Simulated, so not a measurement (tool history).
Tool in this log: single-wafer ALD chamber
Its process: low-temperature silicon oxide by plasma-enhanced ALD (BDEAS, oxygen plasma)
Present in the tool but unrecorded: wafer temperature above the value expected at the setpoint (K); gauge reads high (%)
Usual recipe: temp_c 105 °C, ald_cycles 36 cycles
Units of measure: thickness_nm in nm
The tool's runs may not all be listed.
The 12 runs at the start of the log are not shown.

run,hour,temp_c,ald_cycles,wafers since the last listed run,hours since the last thermocouple change,hours since the gauge calibration,"read-back reference wafer on the same gauge, thickness_nm",thickness_nm
13,891.5,101,34,335,2575,118.5,4.268,4.948
14,985.6,101,34,557,2669.1,212.6,4.271,4.949
15,1032,101,34,274,2715.5,259,4.273,4.947
16,1094.1,115,36,367,2777.6,321.1,4.271,5.113
17,1190.6,110,33,571,2874.1,417.6,4.267,4.7
18,1256.7,105,36,391,2940.2,483.7,4.27,5.171
19,1294.8,91,39,225,2978.3,521.8,4.269,5.873
20,1354.6,105,36,354,3038.1,581.6,4.272,5.164
# hour 1426.8: thermocouple changed; heater temperature recalibrated
21,1470.3,93,40,637,43.5,697.3,4.266,5.898
22,1563.2,96,30,550,136.4,790.2,4.267,4.406
23,1641.1,92,32,461,214.3,868.1,4.271,4.781
24,1743.3,96,31,605,316.5,970.3,4.27,4.583
25,1787.1,90,30,259,360.3,1014.1,4.267,4.499
26,1880.8,101,41,554,454,1107.8,4.27,5.921
27,1952,118,31,421,525.2,1179,4.274,4.348
28,2035.1,115,38,492,608.3,1262.1,4.269,5.349
29,2139.5,110,36,618,712.7,1366.5,4.268,5.141
30,2238.7,105,36,587,811.9,1465.7,4.269,5.164
31,2336.5,105,36,579,909.7,1563.5,4.271,5.176
32,2423.6,118,39,515,996.8,1650.6,4.27,5.488
33,2481.5,105,36,342,1054.7,1708.5,4.274,5.165

Here are 4 independent what-if runs from the current tool condition. What would each one return?
A,2482,111,36,2,1055.2,1709,?,?
B,2482,112,32,2,1055.2,1709,?,?
C,2482,105,33,2,1055.2,1709,?,?
D,2482,111,33,2,1055.2,1709,?,?

run,"read-back reference wafer on the same gauge, thickness_nm",thickness_nm
A,4.27,5.109
B,4.27,4.534
C,4.27,4.731
D,4.27,4.683
With no hidden state in the tool, these same runs would have given:
run,thickness_nm
A,5.067
B,4.497
C,4.693
D,4.645
